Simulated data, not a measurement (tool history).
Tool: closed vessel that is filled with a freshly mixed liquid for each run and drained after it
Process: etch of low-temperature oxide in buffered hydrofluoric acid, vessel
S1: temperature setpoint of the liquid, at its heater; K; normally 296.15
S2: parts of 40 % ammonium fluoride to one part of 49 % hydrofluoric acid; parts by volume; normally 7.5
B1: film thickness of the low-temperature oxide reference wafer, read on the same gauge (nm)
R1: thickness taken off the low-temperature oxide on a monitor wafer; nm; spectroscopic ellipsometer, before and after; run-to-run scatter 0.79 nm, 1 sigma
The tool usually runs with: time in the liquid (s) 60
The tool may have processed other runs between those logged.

{"run": 1, "hour": 0.0, "S1": 296.15, "S2": 7.5, "time in the liquid (s)": 60, "B1": 130.03, "R1": 203.6}
{"run": 2, "hour": 26.2, "S1": 296.15, "S2": 7.5, "time in the liquid (s)": 60, "B1": 129.98, "R1": 202.86}
{"hour": 27.3, "done": "gauge calibrated"}
{"run": 3, "hour": 86.6, "S1": 296.15, "S2": 7.5, "time in the liquid (s)": 60, "B1": 130.04, "R1": 202.36}
{"run": 4, "hour": 124.4, "S1": 296.15, "S2": 7.5, "time in the liquid (s)": 60, "B1": 130.01, "R1": 203.6}
{"hour": 166.4, "done": "thermometer replaced"}
{"run": 5, "hour": 172.9, "S1": 296.15, "S2": 7.5, "time in the liquid (s)": 60, "B1": 130.03, "R1": 203.02}
{"run": 6, "hour": 231.8, "S1": 296.15, "S2": 7.5, "time in the liquid (s)": 60, "B1": 129.97, "R1": 203.23}
{"run": 7, "hour": 276.3, "S1": 296.15, "S2": 8.5, "time in the liquid (s)": 60, "B1": 130.0, "R1": 177.67}
{"run": 8, "hour": 320.8, "S1": 300.15, "S2": 9.5, "time in the liquid (s)": 75, "B1": 129.96, "R1": 246.64}
{"run": 9, "hour": 353.3, "S1": 292.15, "S2": 7.5, "time in the liquid (s)": 90, "B1": 129.97, "R1": 244.02}
{"run": 10, "hour": 391.9, "S1": 292.65, "S2": 10.0, "time in the liquid (s)": 40, "B1": 130.0, "R1": 85.09}
{"run": 11, "hour": 436.0, "S1": 297.65, "S2": 5.5, "time in the liquid (s)": 30, "B1": 130.01, "R1": 144.5}
{"run": 12, "hour": 506.8, "S1": 296.15, "S2": 7.5, "time in the liquid (s)": 40, "B1": 129.97, "R1": 136.37}
{"run": 13, "hour": 574.9, "S1": 296.15, "S2": 7.5, "time in the liquid (s)": 50, "B1": 130.01, "R1": 170.88}
{"run": 14, "hour": 634.5, "S1": 292.15, "S2": 9.0, "time in the liquid (s)": 75, "B1": 129.98, "R1": 167.91}
{"run": 15, "hour": 694.9, "S1": 296.15, "S2": 7.5, "time in the liquid (s)": 60, "B1": 129.98, "R1": 206.6}
{"run": 16, "hour": 725.1, "S1": 298.65, "S2": 7.5, "time in the liquid (s)": 45, "B1": 129.99, "R1": 177.06}
{"run": 17, "hour": 759.4, "S1": 299.65, "S2": 10.5, "time in the liquid (s)": 30, "B1": 130.0, "R1": 90.77}
{"run": 18, "hour": 803.0, "S1": 296.15, "S2": 6.0, "time in the liquid (s)": 60, "B1": 130.04, "R1": 252.92}
{"run": 19, "hour": 835.9, "S1": 296.15, "S2": 7.5, "time in the liquid (s)": 60, "B1": 130.03, "R1": 206.6}
{"hour": 897.6, "done": "hydrofluoric acid flow meter replaced"}
{"run": 20, "hour": 899.1, "S1": 296.15, "S2": 7.5, "time in the liquid (s)": 60, "B1": 129.95, "R1": 197.96}
{"run": 21, "hour": 947.4, "S1": 299.15, "S2": 7.5, "time in the liquid (s)": 70, "B1": 129.98, "R1": 272.12}
{"run": 22, "hour": 982.0, "S1": 296.15, "S2": 8.5, "time in the liquid (s)": 70, "B1": 130.01, "R1": 201.08}
{"run": 23, "hour": 1027.1, "S1": 293.65, "S2": 10.0, "time in the liquid (s)": 45, "B1": 130.02, "R1": 99.3}
{"run": 24, "hour": 1093.6, "S1": 294.65, "S2": 10.5, "time in the liquid (s)": 90, "B1": 130.03, "R1": 200.2}
{"run": 25, "hour": 1136.4, "S1": 298.15, "S2": 7.5, "time in the liquid (s)": 35, "B1": 130.03, "R1": 129.81}
{"run": 26, "hour": 1163.1, "S1": 296.15, "S2": 7.5, "time in the liquid (s)": 60, "B1": 129.96, "R1": 199.51}
{"run": 27, "hour": 1221.3, "S1": 294.65, "S2": 10.0, "time in the liquid (s)": 40, "B1": 130.01, "R1": 94.12}
{"run": 28, "hour": 1268.7, "S1": 296.15, "S2": 10.0, "time in the liquid (s)": 60, "B1": 129.99, "R1": 151.53}
{"run": 29, "hour": 1306.4, "S1": 292.15, "S2": 5.5, "time in the liquid (s)": 90, "B1": 130.0, "R1": 316.57}
{"run": 30, "hour": 1331.0, "S1": 296.15, "S2": 7.5, "time in the liquid (s)": 60, "B1": 130.04, "R1": 199.69}
{"run": 31, "hour": 1355.0, "S1": 298.15, "S2": 9.5, "time in the liquid (s)": 80, "B1": 130.06, "R1": 233.62}

Measured result minus the same run's result without the hidden state. Both carry the same run-to-run variation, though not necessarily the same gauge scatter:
Hidden state present: liquid hotter than its thermometer reads (K); hydrofluoric acid flow above the setpoint (%); gauge reads high (%).
run=1 R1=+6.03
run=2 R1=+6.13
run=3 R1=+6.41
run=4 R1=+6.62
run=5 R1=+6.83
run=6 R1=+7.10
run=7 R1=+6.42
run=8 R1=+5.35
run=9 R1=+9.23
run=10 R1=+1.94
run=11 R1=+4.50
run=12 R1=+5.63
run=13 R1=+7.32
run=14 R1=+7.45
run=15 R1=+9.38
run=16 R1=+8.17
run=17 R1=+3.84
run=18 R1=+9.57
run=19 R1=+10.04
run=20 R1=+0.89
run=21 R1=+1.53
run=22 R1=+1.31
run=23 R1=+0.44
run=24 R1=+1.65
run=25 R1=+1.33
run=26 R1=+2.15
run=27 R1=+0.68
run=28 R1=+1.19
run=29 R1=+3.57
run=30 R1=+2.96
run=31 R1=+2.11
